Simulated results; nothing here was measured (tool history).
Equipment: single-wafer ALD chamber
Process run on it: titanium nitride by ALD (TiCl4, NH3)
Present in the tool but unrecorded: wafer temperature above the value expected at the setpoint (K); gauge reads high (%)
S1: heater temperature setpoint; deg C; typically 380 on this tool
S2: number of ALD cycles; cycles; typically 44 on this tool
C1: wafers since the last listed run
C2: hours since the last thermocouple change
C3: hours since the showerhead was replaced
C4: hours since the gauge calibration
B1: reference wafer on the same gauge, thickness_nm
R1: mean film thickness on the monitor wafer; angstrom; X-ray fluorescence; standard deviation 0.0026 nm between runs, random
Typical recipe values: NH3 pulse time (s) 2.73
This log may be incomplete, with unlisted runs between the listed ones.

{"run": 1, "hour": 0.0, "S1": 380, "S2": 44, "NH3 pulse time (s)": 2.73, "C1": 0, "C2": 487.8, "C3": 2744.5, "C4": 628.7, "B1": 1.233, "R1": 10.63}
{"run": 2, "hour": 97.0, "S1": 380, "S2": 44, "NH3 pulse time (s)": 2.73, "C1": 305, "C2": 584.8, "C3": 2841.5, "C4": 725.7, "B1": 1.235, "R1": 10.61}
{"run": 3, "hour": 136.6, "S1": 380, "S2": 44, "NH3 pulse time (s)": 2.73, "C1": 124, "C2": 624.4, "C3": 2881.1, "C4": 765.3, "B1": 1.235, "R1": 10.61}
{"run": 4, "hour": 208.6, "S1": 380, "S2": 44, "NH3 pulse time (s)": 2.73, "C1": 226, "C2": 696.4, "C3": 2953.1, "C4": 837.3, "B1": 1.236, "R1": 10.62}
{"run": 5, "hour": 247.9, "S1": 389, "S2": 44, "NH3 pulse time (s)": 2.73, "C1": 123, "C2": 735.7, "C3": 2992.4, "C4": 876.6, "B1": 1.237, "R1": 10.73}
{"run": 6, "hour": 317.0, "S1": 389, "S2": 44, "NH3 pulse time (s)": 2.73, "C1": 217, "C2": 804.8, "C3": 3061.5, "C4": 945.7, "B1": 1.238, "R1": 10.76}
{"run": 7, "hour": 387.2, "S1": 389, "S2": 44, "NH3 pulse time (s)": 2.73, "C1": 221, "C2": 875, "C3": 3131.7, "C4": 1015.9, "B1": 1.238, "R1": 10.69}
{"run": 8, "hour": 481.9, "S1": 380, "S2": 44, "NH3 pulse time (s)": 2.73, "C1": 298, "C2": 969.7, "C3": 3226.4, "C4": 1110.6, "B1": 1.239, "R1": 10.64}
{"run": 9, "hour": 561.0, "S1": 380, "S2": 44, "NH3 pulse time (s)": 2.73, "C1": 249, "C2": 1048.8, "C3": 3305.5, "C4": 1189.7, "B1": 1.239, "R1": 10.67}
{"run": 10, "hour": 657.3, "S1": 380, "S2": 44, "NH3 pulse time (s)": 2.73, "C1": 303, "C2": 1145.1, "C3": 3401.8, "C4": 1286, "B1": 1.24, "R1": 10.66}
{"run": 11, "hour": 755.1, "S1": 380, "S2": 44, "NH3 pulse time (s)": 2.73, "C1": 308, "C2": 1242.9, "C3": 3499.6, "C4": 1383.8, "B1": 1.24, "R1": 10.68}
{"run": 12, "hour": 855.4, "S1": 380, "S2": 41, "NH3 pulse time (s)": 2.73, "C1": 315, "C2": 1343.2, "C3": 3599.9, "C4": 1484.1, "B1": 1.241, "R1": 9.95}
{"run": 13, "hour": 924.3, "S1": 388, "S2": 44, "NH3 pulse time (s)": 2.07, "C1": 217, "C2": 1412.1, "C3": 3668.8, "C4": 1553, "B1": 1.241, "R1": 10.56}
{"run": 14, "hour": 972.6, "S1": 388, "S2": 44, "NH3 pulse time (s)": 2.07, "C1": 152, "C2": 1460.4, "C3": 3717.1, "C4": 1601.3, "B1": 1.241, "R1": 10.54}
{"hour": 1028.6, "done": "thermocouple changed; heater temperature recalibrated"}
{"run": 15, "hour": 1034.7, "S1": 380, "S2": 50, "NH3 pulse time (s)": 3.28, "C1": 170, "C2": 6.1, "C3": 3779.2, "C4": 1663.4, "B1": 1.241, "R1": 12.22}
{"run": 16, "hour": 1124.6, "S1": 386, "S2": 44, "NH3 pulse time (s)": 2.11, "C1": 283, "C2": 96, "C3": 3869.1, "C4": 1753.3, "B1": 1.242, "R1": 10.56}
{"run": 17, "hour": 1225.8, "S1": 380, "S2": 48, "NH3 pulse time (s)": 2.73, "C1": 318, "C2": 197.2, "C3": 3970.3, "C4": 1854.5, "B1": 1.242, "R1": 11.66}
{"hour": 1242.1, "done": "gauge calibrated"}
{"run": 18, "hour": 1296.2, "S1": 369, "S2": 44, "NH3 pulse time (s)": 2.73, "C1": 221, "C2": 267.6, "C3": 4040.7, "C4": 54.1, "B1": 1.218, "R1": 10.35}
{"run": 19, "hour": 1372.9, "S1": 370, "S2": 44, "NH3 pulse time (s)": 2.73, "C1": 241, "C2": 344.3, "C3": 4117.4, "C4": 130.8, "B1": 1.22, "R1": 10.39}
{"hour": 1420.8, "done": "showerhead replaced"}
{"run": 20, "hour": 1478.2, "S1": 380, "S2": 41, "NH3 pulse time (s)": 2.73, "C1": 306, "C2": 449.6, "C3": 57.4, "C4": 236.1, "B1": 1.223, "R1": 9.81}
{"run": 21, "hour": 1552.0, "S1": 380, "S2": 44, "NH3 pulse time (s)": 2.73, "C1": 232, "C2": 523.4, "C3": 131.2, "C4": 309.9, "B1": 1.225, "R1": 10.53}
{"run": 22, "hour": 1598.4, "S1": 386, "S2": 37, "NH3 pulse time (s)": 2.73, "C1": 146, "C2": 569.8, "C3": 177.6, "C4": 356.3, "B1": 1.227, "R1": 8.92}
{"run": 23, "hour": 1699.2, "S1": 375, "S2": 48, "NH3 pulse time (s)": 1.89, "C1": 317, "C2": 670.6, "C3": 278.4, "C4": 457.1, "B1": 1.229, "R1": 11.22}
{"run": 24, "hour": 1745.9, "S1": 394, "S2": 44, "NH3 pulse time (s)": 3.71, "C1": 147, "C2": 717.3, "C3": 325.1, "C4": 503.8, "B1": 1.23, "R1": 10.75}
{"run": 25, "hour": 1783.4, "S1": 380, "S2": 44, "NH3 pulse time (s)": 1.7, "C1": 118, "C2": 754.8, "C3": 362.6, "C4": 541.3, "B1": 1.23, "R1": 10.26}
{"run": 26, "hour": 1884.6, "S1": 375, "S2": 36, "NH3 pulse time (s)": 3.12, "C1": 318, "C2": 856, "C3": 463.8, "C4": 642.5, "B1": 1.232, "R1": 8.71}
{"run": 27, "hour": 1939.5, "S1": 380, "S2": 44, "NH3 pulse time (s)": 2.73, "C1": 172, "C2": 910.9, "C3": 518.7, "C4": 697.4, "B1": 1.233, "R1": 10.59}
{"run": 28, "hour": 2016.8, "S1": 372, "S2": 44, "NH3 pulse time (s)": 3.56, "C1": 243, "C2": 988.2, "C3": 596, "C4": 774.7, "B1": 1.234, "R1": 10.73}
{"run": 29, "hour": 2057.8, "S1": 386, "S2": 44, "NH3 pulse time (s)": 2.73, "C1": 129, "C2": 1029.2, "C3": 637, "C4": 815.7, "B1": 1.234, "R1": 10.6}
{"run": 30, "hour": 2102.5, "S1": 380, "S2": 44, "NH3 pulse time (s)": 2.73, "C1": 140, "C2": 1073.9, "C3": 681.7, "C4": 860.4, "B1": 1.235, "R1": 10.66}

5 options for the next run, each taken on its own from the tool as it stands now. Forecast them:
{"run": "A", "hour": 2103.0, "S1": 380, "S2": 44, "NH3 pulse time (s)": 2.73, "C1": 1, "C2": 1074.4, "C3": 682.2, "C4": 860.9, "B1": "?", "R1": "?"}
{"run": "B", "hour": 2103.0, "S1": 372, "S2": 44, "NH3 pulse time (s)": 2.73, "C1": 1, "C2": 1074.4, "C3": 682.2, "C4": 860.9, "B1": "?", "R1": "?"}
{"run": "C", "hour": 2103.0, "S1": 391, "S2": 44, "NH3 pulse time (s)": 2.73, "C1": 1, "C2": 1074.4, "C3": 682.2, "C4": 860.9, "B1": "?", "R1": "?"}
{"run": "D", "hour": 2103.0, "S1": 380, "S2": 44, "NH3 pulse time (s)": 2.38, "C1": 1, "C2": 1074.4, "C3": 682.2, "C4": 860.9, "B1": "?", "R1": "?"}
{"run": "E", "hour": 2103.0, "S1": 375, "S2": 48, "NH3 pulse time (s)": 2.22, "C1": 1, "C2": 1074.4, "C3": 682.2, "C4": 860.9, "B1": "?", "R1": "?"}

run=A B1=1.235 R1=10.59
run=B B1=1.235 R1=10.52
run=C B1=1.235 R1=10.66
run=D B1=1.235 R1=10.51
run=E B1=1.235 R1=11.38
With no hidden state in the tool, these same runs would have given:
run=A R1=10.46
run=B R1=10.4
run=C R1=10.53
run=D R1=10.38
run=E R1=11.24
